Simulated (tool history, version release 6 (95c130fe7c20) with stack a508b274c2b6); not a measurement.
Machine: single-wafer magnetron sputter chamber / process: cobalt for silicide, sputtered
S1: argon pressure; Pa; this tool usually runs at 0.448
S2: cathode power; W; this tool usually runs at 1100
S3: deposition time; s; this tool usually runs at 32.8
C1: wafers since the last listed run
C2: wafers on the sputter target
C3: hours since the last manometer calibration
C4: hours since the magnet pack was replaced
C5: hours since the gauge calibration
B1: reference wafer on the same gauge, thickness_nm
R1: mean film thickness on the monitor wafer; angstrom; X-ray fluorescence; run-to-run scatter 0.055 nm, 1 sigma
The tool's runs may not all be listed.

{"run": 1, "hour": 0.0, "S1": 0.448, "S2": 1100, "S3": 32.8, "C1": 0, "C2": 750, "C3": 914.1, "C4": 11784.7, "C5": 103.1, "B1": 18.587, "R1": 179.61}
{"run": 2, "hour": 12.3, "S1": 0.448, "S2": 1100, "S3": 32.8, "C1": 215, "C2": 966, "C3": 926.4, "C4": 11797, "C5": 115.4, "B1": 18.614, "R1": 179.97}
{"run": 3, "hour": 32.9, "S1": 0.448, "S2": 1100, "S3": 32.8, "C1": 361, "C2": 1327, "C3": 947, "C4": 11817.6, "C5": 136, "B1": 18.59, "R1": 179.38}
{"run": 4, "hour": 57.5, "S1": 0.514, "S2": 1150, "S3": 32.8, "C1": 431, "C2": 1759, "C3": 971.6, "C4": 11842.2, "C5": 160.6, "B1": 18.592, "R1": 179.92}
{"run": 5, "hour": 84.1, "S1": 0.514, "S2": 1150, "S3": 32.8, "C1": 466, "C2": 2225, "C3": 998.2, "C4": 11868.8, "C5": 187.2, "B1": 18.607, "R1": 180.52}
{"run": 6, "hour": 109.7, "S1": 0.448, "S2": 1100, "S3": 32.8, "C1": 448, "C2": 2674, "C3": 1023.8, "C4": 11894.4, "C5": 212.8, "B1": 18.586, "R1": 179.21}
{"run": 7, "hour": 127.4, "S1": 0.448, "S2": 900, "S3": 32.8, "C1": 310, "C2": 2984, "C3": 1041.5, "C4": 11912.1, "C5": 230.5, "B1": 18.591, "R1": 159.94}
{"run": 8, "hour": 159.1, "S1": 0.448, "S2": 900, "S3": 32.8, "C1": 555, "C2": 3540, "C3": 1073.2, "C4": 11943.8, "C5": 262.2, "B1": 18.606, "R1": 159.42}
{"hour": 234.5, "done": "capacitance manometer re-zeroed and calibrated"}
{"run": 9, "hour": 237.8, "S1": 0.448, "S2": 900, "S3": 32.8, "C1": 1239, "C2": 4780, "C3": 3.3, "C4": 12022.5, "C5": 340.9, "B1": 18.625, "R1": 159.49}
{"run": 10, "hour": 249.9, "S1": 0.448, "S2": 1100, "S3": 32.8, "C1": 212, "C2": 4992, "C3": 15.4, "C4": 12034.6, "C5": 353, "B1": 18.622, "R1": 178.84}
{"run": 11, "hour": 269.1, "S1": 0.448, "S2": 1100, "S3": 32.8, "C1": 336, "C2": 5329, "C3": 34.6, "C4": 12053.8, "C5": 372.2, "B1": 18.601, "R1": 178.13}
{"hour": 298.8, "done": "sputter target and shields replaced"}
{"run": 12, "hour": 299.3, "S1": 0.448, "S2": 1100, "S3": 32.8, "C1": 389, "C2": 9, "C3": 64.8, "C4": 12084, "C5": 402.4, "B1": 18.605, "R1": 175.43}
{"run": 13, "hour": 318.7, "S1": 0.448, "S2": 1100, "S3": 32.8, "C1": 340, "C2": 349, "C3": 84.2, "C4": 12103.4, "C5": 421.8, "B1": 18.587, "R1": 175.81}
{"run": 14, "hour": 334.0, "S1": 0.448, "S2": 1100, "S3": 32.8, "C1": 268, "C2": 618, "C3": 99.5, "C4": 12118.7, "C5": 437.1, "B1": 18.59, "R1": 175.84}
{"hour": 351.1, "done": "magnet pack replaced"}
{"run": 15, "hour": 353.9, "S1": 0.448, "S2": 1100, "S3": 32.8, "C1": 208, "C2": 826, "C3": 119.4, "C4": 2.8, "C5": 457, "B1": 18.582, "R1": 174.63}
{"run": 16, "hour": 372.5, "S1": 0.448, "S2": 1100, "S3": 32.8, "C1": 326, "C2": 1152, "C3": 138, "C4": 21.4, "C5": 475.6, "B1": 18.577, "R1": 174.46}
{"run": 17, "hour": 388.8, "S1": 0.323, "S2": 1250, "S3": 37.1, "C1": 285, "C2": 1438, "C3": 154.3, "C4": 37.7, "C5": 491.9, "B1": 18.594, "R1": 221.1}
{"hour": 452.4, "done": "sputter target and shields replaced, repeated, since the last time left the tool worse"}
{"run": 18, "hour": 479.2, "S1": 0.448, "S2": 1100, "S3": 32.8, "C1": 1444, "C2": 469, "C3": 244.7, "C4": 128.1, "C5": 582.3, "B1": 18.596, "R1": 179.45}
{"run": 19, "hour": 505.2, "S1": 0.378, "S2": 1000, "S3": 32.8, "C1": 455, "C2": 925, "C3": 270.7, "C4": 154.1, "C5": 608.3, "B1": 18.611, "R1": 174.13}
{"run": 20, "hour": 536.5, "S1": 0.621, "S2": 1200, "S3": 32.8, "C1": 548, "C2": 1473, "C3": 302, "C4": 185.4, "C5": 639.6, "B1": 18.604, "R1": 179.41}
{"run": 21, "hour": 554.6, "S1": 0.448, "S2": 1100, "S3": 37, "C1": 317, "C2": 1791, "C3": 320.1, "C4": 203.5, "C5": 657.7, "B1": 18.614, "R1": 202.02}
{"run": 22, "hour": 572.6, "S1": 0.279, "S2": 1100, "S3": 32.8, "C1": 315, "C2": 2106, "C3": 338.1, "C4": 221.5, "C5": 675.7, "B1": 18.612, "R1": 188.13}
{"hour": 585.4, "done": "gauge calibrated"}
{"run": 23, "hour": 606.7, "S1": 0.523, "S2": 1100, "S3": 36.8, "C1": 597, "C2": 2704, "C3": 372.2, "C4": 255.6, "C5": 21.3, "B1": 18.59, "R1": 196.46}
{"run": 24, "hour": 640.4, "S1": 0.324, "S2": 950, "S3": 28, "C1": 590, "C2": 3295, "C3": 405.9, "C4": 289.3, "C5": 55, "B1": 18.61, "R1": 146.5}
{"run": 25, "hour": 661.1, "S1": 0.502, "S2": 1200, "S3": 38, "C1": 362, "C2": 3658, "C3": 426.6, "C4": 310, "C5": 75.7, "B1": 18.62, "R1": 215.11}
{"run": 26, "hour": 690.9, "S1": 0.448, "S2": 900, "S3": 38.9, "C1": 522, "C2": 4181, "C3": 456.4, "C4": 339.8, "C5": 105.5, "B1": 18.61, "R1": 189.34}
{"run": 27, "hour": 705.7, "S1": 0.448, "S2": 1100, "S3": 32.8, "C1": 259, "C2": 4440, "C3": 471.2, "C4": 354.6, "C5": 120.3, "B1": 18.586, "R1": 179.52}
{"run": 28, "hour": 737.8, "S1": 0.525, "S2": 1250, "S3": 32.8, "C1": 562, "C2": 5003, "C3": 503.3, "C4": 386.7, "C5": 152.4, "B1": 18.59, "R1": 188.61}

What if the next run were any one of these 5? Each begins from the tool's condition after run 28:
{"run": "A", "hour": 738.2, "S1": 0.448, "S2": 1100, "S3": 32.8, "C1": 7, "C2": 5010, "C3": 503.7, "C4": 387.1, "C5": 152.8, "B1": "?", "R1": "?"}
{"run": "B", "hour": 738.2, "S1": 0.448, "S2": 1100, "S3": 29, "C1": 7, "C2": 5010, "C3": 503.7, "C4": 387.1, "C5": 152.8, "B1": "?", "R1": "?"}
{"run": "C", "hour": 738.2, "S1": 0.448, "S2": 1100, "S3": 34.5, "C1": 7, "C2": 5010, "C3": 503.7, "C4": 387.1, "C5": 152.8, "B1": "?", "R1": "?"}
{"run": "D", "hour": 738.2, "S1": 0.356, "S2": 900, "S3": 26.7, "C1": 7, "C2": 5010, "C3": 503.7, "C4": 387.1, "C5": 152.8, "B1": "?", "R1": "?"}
{"run": "E", "hour": 738.2, "S1": 0.307, "S2": 1350, "S3": 35.7, "C1": 7, "C2": 5010, "C3": 503.7, "C4": 387.1, "C5": 152.8, "B1": "?", "R1": "?"}

run=A B1=18.621 R1=178.99
run=B B1=18.621 R1=158.25
run=C B1=18.621 R1=188.27
run=D B1=18.621 R1=134.09
run=E B1=18.621 R1=230.41
Had the tool no hidden state, the same runs would have come out as:
run=A R1=181.61
run=B R1=160.57
run=C R1=191.02
run=D R1=136.05
run=E R1=233.78
